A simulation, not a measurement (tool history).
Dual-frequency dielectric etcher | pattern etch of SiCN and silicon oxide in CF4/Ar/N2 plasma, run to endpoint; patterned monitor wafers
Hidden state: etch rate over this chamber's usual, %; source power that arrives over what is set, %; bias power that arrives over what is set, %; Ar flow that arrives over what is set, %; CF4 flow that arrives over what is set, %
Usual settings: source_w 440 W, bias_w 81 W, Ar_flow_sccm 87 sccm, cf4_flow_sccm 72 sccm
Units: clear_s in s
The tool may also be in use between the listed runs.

| run | hour | source_w | bias_w | Ar_flow_sccm | cf4_flow_sccm | wafers since the last listed run | hours since the last wet clean | hours since the last source power generator calibration | hours since the last bias power generator calibration | hours since the last Ar flow controller change | hours since the last CF4 flow controller change | hours since the last upper electrode change | incoming incoming film thickness, nm | clear_s |
|---|---|---|---|---|---|---|---|---|---|---|---|---|---|---|
| 1 | 0 | 440 | 81 | 87 | 72 | 0 | 148.2 | 1369.8 | 2137.2 | 4774.4 | 5061.6 | 4999.8 | 13.81 | 15.2 |
| 2 | 58.4 | 440 | 81 | 87 | 72 | 712 | 206.6 | 1428.2 | 2195.6 | 4832.8 | 5120 | 5058.2 | 13.91 | 15.2 |
| 3 | 82.9 | 440 | 81 | 87 | 72 | 298 | 231.1 | 1452.7 | 2220.1 | 4857.3 | 5144.5 | 5082.7 | 13.78 | 15 |
| 4 | 117.8 | 440 | 81 | 87 | 72 | 425 | 266 | 1487.6 | 2255 | 4892.2 | 5179.4 | 5117.6 | 13.81 | 15.1 |
| 5 | 183.8 | 440 | 81 | 87 | 72 | 805 | 332 | 1553.6 | 2321 | 4958.2 | 5245.4 | 5183.6 | 13.95 | 15.1 |
|  | 224.7 | upper electrode replaced |
| 6 | 225.2 | 440 | 81 | 87 | 72 | 212 | 373.4 | 1595 | 2362.4 | 4999.6 | 5286.8 | 0.5 | 13.94 | 15.1 |
| 7 | 259.1 | 440 | 81 | 87 | 72 | 413 | 407.3 | 1628.9 | 2396.3 | 5033.5 | 5320.7 | 34.4 | 13.89 | 14.9 |
|  | 314 | CF4 flow controller replaced |
|  | 332.6 | wet clean of the chamber |
| 8 | 336.6 | 440 | 81 | 87 | 72 | 645 | 4 | 1706.4 | 2473.8 | 5111 | 22.6 | 111.9 | 13.87 | 15.8 |
| 9 | 387.3 | 440 | 81 | 87 | 72 | 618 | 54.7 | 1757.1 | 2524.5 | 5161.7 | 73.3 | 162.6 | 14.03 | 15.8 |
| 10 | 429.6 | 370 | 87 | 87 | 56 | 516 | 97 | 1799.4 | 2566.8 | 5204 | 115.6 | 204.9 | 13.83 | 17.7 |
|  | 453.8 | bias power generator calibrated |
|  | 458 | Ar flow controller replaced |
|  | 466.2 | source power generator calibrated |
| 11 | 485.8 | 440 | 81 | 71 | 72 | 536 | 153.2 | 19.6 | 32 | 27.8 | 171.8 | 261.1 | 13.84 | 15.1 |
| 12 | 534 | 490 | 81 | 87 | 72 | 588 | 201.4 | 67.8 | 80.2 | 76 | 220 | 309.3 | 13.85 | 13.9 |
| 13 | 597.6 | 440 | 81 | 87 | 87 | 776 | 265 | 131.4 | 143.8 | 139.6 | 283.6 | 372.9 | 13.86 | 14.9 |
| 14 | 657.6 | 380 | 81 | 87 | 72 | 732 | 325 | 191.4 | 203.8 | 199.6 | 343.6 | 432.9 | 13.95 | 17.2 |
| 15 | 690.6 | 440 | 89 | 93 | 72 | 402 | 358 | 224.4 | 236.8 | 232.6 | 376.6 | 465.9 | 13.88 | 14.6 |

Measured less the same run without the tool's hidden state. The same run-to-run variation is in both; the gauge's scatter may not be:
| run | clear_s |
|---|---|
| 1 | -0.4 |
| 2 | -0.5 |
| 3 | -0.5 |
| 4 | -0.5 |
| 5 | -0.7 |
| 6 | -0.8 |
| 7 | -0.8 |
| 8 | +0 |
| 9 | -0.1 |
| 10 | -0.2 |
| 11 | -0.2 |
| 12 | -0.4 |
| 13 | -0.4 |
| 14 | -0.7 |
| 15 | -0.6 |
